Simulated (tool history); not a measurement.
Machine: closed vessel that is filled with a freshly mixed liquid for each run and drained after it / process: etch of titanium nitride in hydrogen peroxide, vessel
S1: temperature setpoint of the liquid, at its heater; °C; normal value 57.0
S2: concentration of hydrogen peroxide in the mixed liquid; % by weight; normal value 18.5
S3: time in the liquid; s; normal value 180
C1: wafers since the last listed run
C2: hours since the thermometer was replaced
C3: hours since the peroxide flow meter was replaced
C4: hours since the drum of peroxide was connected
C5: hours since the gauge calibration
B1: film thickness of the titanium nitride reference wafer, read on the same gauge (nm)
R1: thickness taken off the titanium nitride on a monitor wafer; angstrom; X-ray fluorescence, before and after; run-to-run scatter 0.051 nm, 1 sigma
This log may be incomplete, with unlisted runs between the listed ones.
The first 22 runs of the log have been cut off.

run 23 day=61.300 | S1=66.0 S2=15.5 S3=245 | C1=6682 C2=1276.3 C3=406.8 C4=369.0 C5=721.7 | B1=110.02 | R1=349.3
run 24 day=63.279 | S1=57.0 S2=14.0 S3=180 | C1=3947 C2=1323.8 C3=454.3 C4=416.5 C5=769.2 | B1=110.01 | R1=137.3
run 25 day=67.267 | S1=65.5 S2=15.5 S3=210 | C1=7953 C2=1419.5 C3=550.0 C4=512.2 C5=864.9 | B1=109.99 | R1=289.1
run 26 day=70.929 | S1=51.0 S2=18.5 S3=140 | C1=7305 C2=1507.4 C3=637.9 C4=600.1 C5=952.8 | B1=109.99 | R1=74.5
-- day=73.200 new drum of peroxide connected
run 27 day=74.958 | S1=61.0 S2=20.0 S3=210 | C1=7953 C2=1604.1 C3=734.6 C4=42.2 C5=1049.5 | B1=110.02 | R1=227.6
run 28 day=78.375 | S1=57.0 S2=18.5 S3=180 | C1=6814 C2=1686.1 C3=816.6 C4=124.2 C5=1131.5 | B1=110.00 | R1=146.0
run 29 day=81.200 | S1=57.0 S2=18.5 S3=180 | C1=5634 C2=1753.9 C3=884.4 C4=192.0 C5=1199.3 | B1=109.99 | R1=145.7
run 30 day=83.458 | S1=52.5 S2=18.5 S3=270 | C1=4504 C2=1808.1 C3=938.6 C4=246.2 C5=1253.5 | B1=109.99 | R1=160.1

Alternative continuations, all from the tool just after run 30; predict every row:
run A day=83.488 | S1=57.0 S2=18.5 S3=180 | C1=58 C2=1808.8 C3=939.3 C4=246.9 C5=1254.2 | B1=? | R1=?
run B day=83.488 | S1=64.5 S2=17.0 S3=180 | C1=58 C2=1808.8 C3=939.3 C4=246.9 C5=1254.2 | B1=? | R1=?
run C day=83.488 | S1=57.0 S2=18.5 S3=240 | C1=58 C2=1808.8 C3=939.3 C4=246.9 C5=1254.2 | B1=? | R1=?

run=A B1=110.01 R1=146.7
run=B B1=110.01 R1=239.2
run=C B1=110.01 R1=195.7
Take away the tool's hidden state, keep each run's random variation, and the runs would have read:
run=A R1=143.1
run=B R1=233.5
run=C R1=190.8
